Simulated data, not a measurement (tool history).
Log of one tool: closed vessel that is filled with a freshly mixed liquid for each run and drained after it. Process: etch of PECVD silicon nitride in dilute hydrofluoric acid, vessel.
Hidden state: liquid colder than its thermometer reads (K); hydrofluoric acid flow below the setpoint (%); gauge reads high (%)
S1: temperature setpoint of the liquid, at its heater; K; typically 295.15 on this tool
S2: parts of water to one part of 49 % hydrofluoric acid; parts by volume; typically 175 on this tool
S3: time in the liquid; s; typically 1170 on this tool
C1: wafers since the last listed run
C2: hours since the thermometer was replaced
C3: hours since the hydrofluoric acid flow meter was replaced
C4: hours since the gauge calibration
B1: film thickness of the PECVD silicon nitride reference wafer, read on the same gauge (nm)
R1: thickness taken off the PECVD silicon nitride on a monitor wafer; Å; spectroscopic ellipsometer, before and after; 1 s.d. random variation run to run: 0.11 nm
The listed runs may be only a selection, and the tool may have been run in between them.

run    day      S1   S2    S3    C1      C2     C3     C4     B1     R1
  1      0  295.15  175  1170     0    1806  223.6    418  90.02    114
  2  0.442  295.15  175   970   561  1816.6  234.2  428.6  90.04   95.3
  3  0.992  295.15  175   970   699  1829.8  247.4  441.8  90.02     95
  4  2.938  295.15  175   970  2473  1876.5  294.1  488.5  90.02   92.9
  5  3.238  295.15  175  1630   381  1883.7  301.3  495.7  90.03  156.3
  6  3.629  295.15  175  1385   497  1893.1  310.7  505.1  89.99    134
     3.817  -- gauge calibrated
  7  4.129  295.15  175  1385   635  1905.1  322.7    7.5  89.99  132.6
  8  4.383  295.15  175  1385   323  1911.2  328.8   13.6  89.99  133.6
  9  4.654  295.15  175  1675   344  1917.7  335.3   20.1  89.96  160.8
     5.033  -- thermometer replaced
 10  5.096  295.15  130  1170   508     1.5  345.9   30.7  89.98  179.9
 11  5.679  295.15  130  1170   741    15.5  359.9   44.7  89.97  179.8
 12  6.421  295.15  130  1170   942    33.3  377.7   62.5     90  180.5
 13  6.838  293.65  125  1170   529    43.3  387.7   72.5  90.01  166.5
 14  7.175  295.15  105  1795   428    51.4  395.8   80.6  90.01  340.1
 15  7.438  290.65  175  1170   333    57.7  402.1   86.9  89.98   98.9
 16  8.146  295.15  175  1170   900    74.7  419.1  103.9  89.99  133.9
 17  8.825  293.15  175  1830   863      91  435.4  120.2  89.99  183.8

What will run 18 give?
 18  9.567  292.15  175  1170  942  108.8  453.2  138   ?   ?

B1: 89.97
R1: 110.2 Å
Were there no unlogged condition in the tool, this run, its random variation unchanged, would have produced R1 112.7 Å.
